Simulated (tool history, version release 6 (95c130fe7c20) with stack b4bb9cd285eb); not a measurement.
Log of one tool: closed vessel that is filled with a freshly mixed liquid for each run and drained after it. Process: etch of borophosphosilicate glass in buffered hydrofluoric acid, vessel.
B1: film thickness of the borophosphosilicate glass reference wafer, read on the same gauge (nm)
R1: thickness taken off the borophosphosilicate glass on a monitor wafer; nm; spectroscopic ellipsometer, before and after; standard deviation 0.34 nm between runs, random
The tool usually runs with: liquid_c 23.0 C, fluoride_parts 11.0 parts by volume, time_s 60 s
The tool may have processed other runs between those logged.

run 1 day=0.000 | liquid_c=23.0 fluoride_parts=11.0 time_s=70 | B1=140.01 | R1=106.06
run 2 day=1.321 | liquid_c=23.0 fluoride_parts=11.0 time_s=70 | B1=140.04 | R1=105.65
run 3 day=2.162 | liquid_c=23.0 fluoride_parts=11.0 time_s=70 | B1=140.02 | R1=105.40
run 4 day=2.996 | liquid_c=23.0 fluoride_parts=11.0 time_s=60 | B1=140.01 | R1=90.14
run 5 day=4.150 | liquid_c=21.0 fluoride_parts=11.0 time_s=60 | B1=140.00 | R1=80.88
run 6 day=4.654 | liquid_c=21.0 fluoride_parts=11.0 time_s=60 | B1=140.01 | R1=80.80
run 7 day=5.317 | liquid_c=23.0 fluoride_parts=11.0 time_s=60 | B1=139.98 | R1=90.64
run 8 day=6.512 | liquid_c=23.0 fluoride_parts=9.0 time_s=35 | B1=140.04 | R1=62.12
run 9 day=7.917 | liquid_c=23.0 fluoride_parts=9.0 time_s=35 | B1=140.06 | R1=62.24
run 10 day=9.279 | liquid_c=23.0 fluoride_parts=9.0 time_s=35 | B1=140.00 | R1=62.64
run 11 day=10.571 | liquid_c=23.0 fluoride_parts=11.0 time_s=60 | B1=139.97 | R1=89.74
run 12 day=11.117 | liquid_c=23.0 fluoride_parts=11.0 time_s=60 | B1=140.00 | R1=89.80
run 13 day=11.975 | liquid_c=23.0 fluoride_parts=11.0 time_s=60 | B1=139.98 | R1=89.12
run 14 day=13.404 | liquid_c=23.0 fluoride_parts=11.0 time_s=60 | B1=139.99 | R1=89.25
run 15 day=14.254 | liquid_c=28.0 fluoride_parts=11.0 time_s=80 | B1=140.01 | R1=155.87
-- day=16.296 thermometer replaced
-- day=16.879 gauge calibrated
run 16 day=17.638 | liquid_c=27.5 fluoride_parts=11.0 time_s=95 | B1=139.97 | R1=180.91
run 17 day=18.962 | liquid_c=27.0 fluoride_parts=8.0 time_s=35 | B1=140.00 | R1=86.36
run 18 day=20.079 | liquid_c=24.5 fluoride_parts=12.5 time_s=35 | B1=140.00 | R1=49.72
-- day=20.400 hydrofluoric acid flow meter replaced
run 19 day=21.400 | liquid_c=21.0 fluoride_parts=11.0 time_s=40 | B1=139.97 | R1=54.66
run 20 day=22.238 | liquid_c=25.5 fluoride_parts=11.0 time_s=60 | B1=139.96 | R1=104.35
run 21 day=23.533 | liquid_c=23.0 fluoride_parts=11.0 time_s=60 | B1=139.98 | R1=91.25
run 22 day=24.479 | liquid_c=19.5 fluoride_parts=10.0 time_s=80 | B1=140.01 | R1=109.73
run 23 day=25.883 | liquid_c=20.5 fluoride_parts=13.0 time_s=80 | B1=139.97 | R1=89.40
run 24 day=26.475 | liquid_c=20.5 fluoride_parts=11.0 time_s=50 | B1=140.00 | R1=65.94
run 25 day=29.858 | liquid_c=23.0 fluoride_parts=11.0 time_s=60 | B1=140.02 | R1=90.24
run 26 day=30.454 | liquid_c=23.0 fluoride_parts=11.0 time_s=35 | B1=139.97 | R1=52.87
run 27 day=31.212 | liquid_c=23.0 fluoride_parts=11.0 time_s=60 | B1=140.01 | R1=90.78

Exercise: give the hidden state of the tool at every run:
liquid hotter than its thermometer reads (K): 0 on each run
gauge reads high (%): 0 on each run
H1: hydrofluoric acid flow below the setpoint (%)
run=1 H1=1.33
run=2 H1=1.41
run=3 H1=1.46
run=4 H1=1.51
run=5 H1=1.57
run=6 H1=1.6
run=7 H1=1.64
run=8 H1=1.71
run=9 H1=1.79
run=10 H1=1.87
run=11 H1=1.95
run=12 H1=1.98
run=13 H1=2.03
run=14 H1=2.11
run=15 H1=2.16
run=16 H1=2.36
run=17 H1=2.44
run=18 H1=2.5
run=19 H1=0.713
run=20 H1=0.762
run=21 H1=0.837
run=22 H1=0.892
run=23 H1=0.974
run=24 H1=1.01
run=25 H1=1.21
run=26 H1=1.24
run=27 H1=1.28
